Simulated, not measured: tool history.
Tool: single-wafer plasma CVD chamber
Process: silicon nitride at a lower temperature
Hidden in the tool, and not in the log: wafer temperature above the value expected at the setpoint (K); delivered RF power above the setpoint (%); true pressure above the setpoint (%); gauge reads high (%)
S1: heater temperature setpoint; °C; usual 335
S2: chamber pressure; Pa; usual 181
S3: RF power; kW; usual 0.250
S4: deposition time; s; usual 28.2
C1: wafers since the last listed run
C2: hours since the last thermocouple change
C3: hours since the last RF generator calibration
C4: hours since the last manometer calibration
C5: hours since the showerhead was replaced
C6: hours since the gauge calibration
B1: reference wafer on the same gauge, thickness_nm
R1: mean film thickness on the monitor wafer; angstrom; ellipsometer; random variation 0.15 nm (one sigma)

| run | day | S1 | S2 | S3 | S4 | C1 | C2 | C3 | C4 | C5 | C6 | B1 | R1 |
|---|---|---|---|---|---|---|---|---|---|---|---|---|---|
| 1 | 0.000 | 335 | 181 | 0.250 | 28.2 | 0 | 452.9 | 1550.8 | 1388.1 | 5426.2 | 752.1 | 34.799 | 301.04 |
| 2 | 2.212 | 335 | 181 | 0.250 | 28.2 | 1296 | 506.0 | 1603.9 | 1441.2 | 5479.3 | 805.2 | 34.793 | 299.29 |
| 3 | 3.917 | 335 | 181 | 0.250 | 28.2 | 998 | 546.9 | 1644.8 | 1482.1 | 5520.2 | 846.1 | 34.767 | 299.69 |
| 4 | 6.258 | 335 | 147 | 0.250 | 28.2 | 1371 | 603.1 | 1701.0 | 1538.3 | 5576.4 | 902.3 | 34.815 | 276.19 |
| 5 | 9.179 | 335 | 147 | 0.250 | 28.2 | 1711 | 673.2 | 1771.1 | 1608.4 | 5646.5 | 972.4 | 34.834 | 276.56 |
| 6 | 17.317 | 335 | 181 | 0.250 | 28.2 | 4767 | 868.5 | 1966.4 | 1803.7 | 5841.8 | 1167.7 | 34.804 | 298.42 |
| 7 | 19.788 | 335 | 181 | 0.250 | 28.2 | 1447 | 927.8 | 2025.7 | 1863.0 | 5901.1 | 1227.0 | 34.761 | 297.84 |
| 8 | 21.283 | 335 | 181 | 0.250 | 28.2 | 876 | 963.7 | 2061.6 | 1898.9 | 5937.0 | 1262.9 | 34.808 | 299.34 |
| 9 | 23.358 | 335 | 181 | 0.250 | 28.2 | 1215 | 1013.5 | 2111.4 | 1948.7 | 5986.8 | 1312.7 | 34.801 | 297.15 |
| 10 | 25.417 | 335 | 181 | 0.250 | 28.2 | 1205 | 1062.9 | 2160.8 | 1998.1 | 6036.2 | 1362.1 | 34.767 | 298.46 |
| 11 | 27.750 | 335 | 181 | 0.250 | 28.2 | 1367 | 1118.9 | 2216.8 | 2054.1 | 6092.2 | 1418.1 | 34.799 | 297.92 |
| 12 | 28.992 | 335 | 149 | 0.250 | 28.2 | 727 | 1148.7 | 2246.6 | 2083.9 | 6122.0 | 1447.9 | 34.835 | 276.62 |
| 13 | 30.533 | 335 | 181 | 0.250 | 28.2 | 903 | 1185.7 | 2283.6 | 2120.9 | 6159.0 | 1484.9 | 34.831 | 299.26 |
| 14 | 33.483 | 335 | 181 | 0.250 | 30.5 | 1728 | 1256.5 | 2354.4 | 2191.7 | 6229.8 | 1555.7 | 34.826 | 318.69 |
| 15 | 36.342 | 326 | 181 | 0.250 | 28.2 | 1674 | 1325.1 | 2423.0 | 2260.3 | 6298.4 | 1624.3 | 34.775 | 298.87 |
|  | 39.088 | capacitance manometer re-zeroed and calibrated |
| 16 | 39.946 | 335 | 181 | 0.250 | 33.1 | 1916 | 1411.6 | 2509.5 | 20.6 | 6384.9 | 1710.8 | 34.826 | 369.62 |
|  | 41.358 | gauge calibrated |
|  | 42.521 | showerhead replaced |
|  | 42.529 | RF generator calibrated |
| 17 | 42.800 | 335 | 181 | 0.250 | 28.2 | 1473 | 1480.1 | 6.5 | 89.1 | 6.7 | 34.6 | 34.828 | 315.20 |
| 18 | 43.867 | 348 | 149 | 0.230 | 23.1 | 624 | 1505.7 | 32.1 | 114.7 | 32.3 | 60.2 | 34.817 | 220.09 |
|  | 45.992 | thermocouple changed; heater temperature recalibrated |
| 19 | 46.012 | 323 | 157 | 0.265 | 32.2 | 1061 | 0.5 | 83.6 | 166.2 | 83.8 | 111.7 | 34.813 | 363.40 |
| 20 | 48.312 | 335 | 181 | 0.250 | 28.2 | 1347 | 55.7 | 138.8 | 221.4 | 139.0 | 166.9 | 34.779 | 314.43 |
| 21 | 49.379 | 341 | 213 | 0.265 | 33.3 | 624 | 81.3 | 164.4 | 247.0 | 164.6 | 192.5 | 34.803 | 414.92 |
|  | 51.325 | capacitance manometer re-zeroed and calibrated, repeated, since the last time left the tool worse |
| 22 | 51.817 | 335 | 181 | 0.250 | 28.2 | 1232 | 139.8 | 222.9 | 11.8 | 223.1 | 251.0 | 34.799 | 303.14 |
| 23 | 53.183 | 342 | 207 | 0.275 | 28.2 | 800 | 172.6 | 255.7 | 44.6 | 255.9 | 283.8 | 34.812 | 348.03 |
| 24 | 54.996 | 335 | 181 | 0.230 | 28.2 | 1061 | 216.1 | 299.2 | 88.1 | 299.4 | 327.3 | 34.751 | 277.20 |
| 25 | 56.312 | 322 | 163 | 0.250 | 32.9 | 771 | 247.7 | 330.8 | 119.7 | 331.0 | 358.9 | 34.822 | 340.09 |
| 26 | 57.550 | 342 | 181 | 0.295 | 30.2 | 725 | 277.4 | 360.5 | 149.4 | 360.7 | 388.6 | 34.803 | 377.18 |
| 27 | 60.288 | 335 | 181 | 0.250 | 25.7 | 1603 | 343.1 | 426.2 | 215.1 | 426.4 | 454.3 | 34.801 | 275.14 |
| 28 | 63.125 | 342 | 225 | 0.250 | 28.2 | 1662 | 411.2 | 494.3 | 283.2 | 494.5 | 522.4 | 34.822 | 326.03 |

Forecast each of these 3 alternatives for the next run:
| A | 63.142 | 335 | 181 | 0.250 | 28.2 | 9 | 411.6 | 494.7 | 283.6 | 494.9 | 522.8 | ? | ? |
| B | 63.142 | 324 | 181 | 0.250 | 28.2 | 9 | 411.6 | 494.7 | 283.6 | 494.9 | 522.8 | ? | ? |
| C | 63.142 | 335 | 181 | 0.250 | 33.0 | 9 | 411.6 | 494.7 | 283.6 | 494.9 | 522.8 | ? | ? |

| run | B1 | R1 |
|---|---|---|
| A | 34.804 | 304.43 |
| B | 34.804 | 305.79 |
| C | 34.804 | 356.13 |
Without the tool's hidden state the same runs would have given:
| run | R1 |
|---|---|
| A | 306.08 |
| B | 307.44 |
| C | 358.05 |
